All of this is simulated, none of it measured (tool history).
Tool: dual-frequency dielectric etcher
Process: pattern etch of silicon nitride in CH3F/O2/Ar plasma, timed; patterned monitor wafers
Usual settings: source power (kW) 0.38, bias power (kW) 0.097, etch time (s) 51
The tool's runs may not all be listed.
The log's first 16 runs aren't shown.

run	hour	source power (kW)	bias power (kW)	etch time (s)	wafers since the last listed run	hours since the last wet clean	hours since the last source power generator calibration	hours since the last bias power generator calibration	hours since the last upper electrode change	hours since the gauge calibration	read-back reference wafer on the same gauge, depth_nm	mean etch depth across the wafer (angstrom)
# hour 883.4: wet clean of the chamber
17	883.9	0.38	0.097	51	511	0.5	411	313.3	505.6	1034.9	39.51	342.3
18	922.1	0.38	0.097	51	311	38.7	449.2	351.5	543.8	1073.1	39.48	344.1
19	961	0.38	0.097	51	317	77.6	488.1	390.4	582.7	1112	39.49	343.2
20	1021.4	0.44	0.111	58	493	138	548.5	450.8	643.1	1172.4	39.52	414.1
21	1080.6	0.38	0.097	51	483	197.2	607.7	510	702.3	1231.6	39.46	343.4
22	1144.8	0.38	0.097	51	524	261.4	671.9	574.2	766.5	1295.8	39.47	344.6
23	1174.3	0.38	0.087	62	240	290.9	701.4	603.7	796	1325.3	39.51	406.3
# hour 1197: gauge calibrated
24	1324	0.38	0.097	51	1222	440.6	851.1	753.4	945.7	127	39.48	345.2
# hour 1443.9: wet clean of the chamber
25	1484.7	0.38	0.097	39	1115	40.8	1011.8	914.1	1106.4	287.7	39.49	260.7
26	1544.8	0.38	0.097	51	490	100.9	1071.9	974.2	1166.5	347.8	39.51	342.2
27	1604.9	0.44	0.104	40.5	490	161	1132	1034.3	1226.6	407.9	39.5	283.7
28	1655.7	0.35	0.079	37.5	414	211.8	1182.8	1085.1	1277.4	458.7	39.49	235.7
29	1719.5	0.43	0.084	56.5	520	275.6	1246.6	1148.9	1341.2	522.5	39.51	375.6
30	1745.2	0.31	0.097	60	209	301.3	1272.3	1174.6	1366.9	548.2	39.51	390.8

4 ways to go on from here, each from the tool as it stands after run 30. What would each give?
A	1745.6	0.38	0.097	51	3	301.7	1272.7	1175	1367.3	548.6	?	?
B	1745.6	0.38	0.075	51	3	301.7	1272.7	1175	1367.3	548.6	?	?
C	1745.6	0.31	0.097	51	3	301.7	1272.7	1175	1367.3	548.6	?	?
D	1745.6	0.3	0.111	51	3	301.7	1272.7	1175	1367.3	548.6	?	?

run	read-back reference wafer on the same gauge, depth_nm	mean etch depth across the wafer (angstrom)
A	39.48	344.5
B	39.48	323.3
C	39.48	333
D	39.48	343.6
Without the tool's hidden state the same runs would have given:
run	mean etch depth across the wafer (angstrom)
A	341.3
B	320.3
C	329.9
D	340.4
